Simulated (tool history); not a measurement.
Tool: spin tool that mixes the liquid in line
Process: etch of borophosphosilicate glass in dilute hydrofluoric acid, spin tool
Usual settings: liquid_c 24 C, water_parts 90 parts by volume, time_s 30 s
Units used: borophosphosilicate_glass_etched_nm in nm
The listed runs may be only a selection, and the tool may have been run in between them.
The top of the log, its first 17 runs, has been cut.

run	day	liquid_c	water_parts	time_s	read-back film thickness of the borophosphosilicate glass reference wafer, read on the same gauge (nm)	borophosphosilicate_glass_etched_nm
18	38.183	24	90	30	42.19	22.02
19	40.471	21	90	15	42.16	9.61
# day 42.046: hydrofluoric acid flow meter replaced
20	43.271	27	90	30	42.17	24.57
21	45.675	24	90	30	42.17	21.66
22	46.692	28	90	30	42.17	25.75
# day 48.388: gauge calibrated
23	48.496	24	90	30	40.01	20.87
24	51.45	20	90	15	40.13	8.86
25	53.5	28.5	115	15	40.26	9.49
26	55.233	19	75	15	40.33	10.51
27	58.092	21.5	80	50	40.46	36.1
28	60.733	22.5	90	35	40.57	23.3
29	63.146	24	90	30	40.68	21.28
30	71.117	24	90	50	40.96	35.96
31	73.096	24	115	30	40.98	16.12
32	75.65	24	90	30	41.05	21.57

Predict each of these 4 candidate next runs independently; none follows another, all start after run 32:
A	75.667	24	90	30	?	?
B	75.667	28	105	30	?	?
C	75.667	25.5	115	20	?	?
D	75.667	29	90	30	?	?

run	read-back film thickness of the borophosphosilicate glass reference wafer, read on the same gauge (nm)	borophosphosilicate_glass_etched_nm
A	41.1	21.34
B	41.1	20.97
C	41.1	11.45
D	41.1	25.94
What these runs would have given with no unlogged condition in the tool:
run	borophosphosilicate_glass_etched_nm
A	20.78
B	20.42
C	11.15
D	25.26
